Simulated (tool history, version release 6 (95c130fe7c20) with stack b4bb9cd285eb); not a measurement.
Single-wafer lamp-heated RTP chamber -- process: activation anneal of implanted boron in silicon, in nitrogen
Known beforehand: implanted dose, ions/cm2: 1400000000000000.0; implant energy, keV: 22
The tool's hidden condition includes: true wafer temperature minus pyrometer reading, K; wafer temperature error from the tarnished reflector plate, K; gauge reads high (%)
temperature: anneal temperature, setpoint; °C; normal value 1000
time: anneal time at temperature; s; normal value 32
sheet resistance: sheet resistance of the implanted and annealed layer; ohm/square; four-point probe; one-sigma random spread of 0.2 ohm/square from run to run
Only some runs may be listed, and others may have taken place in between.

run,hour,temperature,time,wafers since the last listed run,wafers since the last pyrometer calibration,wafers since the reflector plate was cleaned,hours since the gauge calibration,"read-back reference wafer on the same gauge, sheet resistance",sheet resistance
1,0,1000,32,0,3907,3359,283.2,80.19,95.37
2,13,1000,32,187,4095,3547,296.2,80.18,95.71
3,22.8,1000,32,141,4236,3689,306,80.21,95.61
# hour 34.5: pyrometer window cleaned and pyrometer calibrated
4,35,983,40,60,7,3749,318.2,80.19,99.58
5,49.6,983,40,211,219,3960,332.8,80.15,99.47
6,61,983,40,164,383,4125,344.2,80.2,98.89
7,76.5,1000,32,224,607,4349,359.7,80.24,95.27
8,92.6,1000,32,232,840,4582,375.8,80.21,95.24
9,100.2,1008,32,109,950,4692,383.4,80.2,93.42
# hour 105.3: gauge calibrated
# hour 117.2: reflector plate cleaned
10,117.7,1000,32,137,1088,7,12.4,80.22,96.76
11,125.5,1000,46,112,1200,120,20.2,80.24,95.82
12,134.3,1000,46,127,1328,247,29,80.2,95.31
13,146.5,1000,32,176,1504,423,41.2,80.18,96.25
14,158.4,1000,32,172,1676,595,53.1,80.19,96
15,176.1,1000,32,255,1932,851,70.8,80.19,96.8
16,193.4,1000,32,250,2182,1101,88.1,80.16,96.25
17,200.2,992,27,98,2280,1200,94.9,80.17,99.09
18,213.1,1000,32,186,2467,1386,107.8,80.19,96.21
19,220.6,1009,32,108,2575,1495,115.3,80.18,94.39
20,228,1020,16,106,2682,1602,122.7,80.18,93.82
21,273.6,1000,32,659,3342,2261,168.3,80.21,95.95
22,289.7,1022,50,232,3575,2494,184.4,80.23,91.27
23,304.4,971,24,212,3787,2706,199.1,80.2,109.62
24,312.5,1000,32,117,3904,2824,207.2,80.26,95.62
25,319.2,1028,46,96,4001,2920,213.9,80.19,90.82
# hour 329.7: pyrometer window cleaned and pyrometer calibrated
26,330.2,1009,14,43,7,2964,224.9,80.24,95.6
27,349,1000,32,271,279,3236,243.7,80.18,95.44
28,357.3,970,26,120,399,3356,252,80.19,108.87
29,363.6,973,41,91,490,3447,258.3,80.18,103.77
30,373.1,1000,32,137,627,3584,267.8,80.17,95.27
31,388.3,975,15,219,847,3804,283,80.2,108.61
32,399.1,1000,14,156,1003,3960,293.8,80.23,97.57
33,414.4,1000,18,221,1224,4181,309.1,80.21,96.65
34,424.9,1000,32,151,1376,4333,319.6,80.23,94.84
35,439.5,974,17,211,1587,4544,334.2,80.21,107.33
36,455.2,1027,32,227,1814,4771,349.9,80.22,91.37
37,468.1,1000,32,186,2001,4958,362.8,80.21,95.02

The logged runs with the hidden state left out (each run's random variation unchanged):
run,sheet resistance
1,96.72
2,97.13
3,97.07
4,102.18
5,102.18
6,101.67
7,96.98
8,97.03
9,94.77
10,96.94
11,96.02
12,95.55
13,96.59
14,96.41
15,97.32
16,96.85
17,100
18,96.93
19,94.93
20,94.31
21,96.98
22,91.79
23,113.31
24,96.84
25,91.35
26,96.8
27,96.84
28,113.38
29,107.24
30,96.79
31,113.83
32,99.71
33,98.7
34,96.59
35,113.21
36,92.18
37,96.97
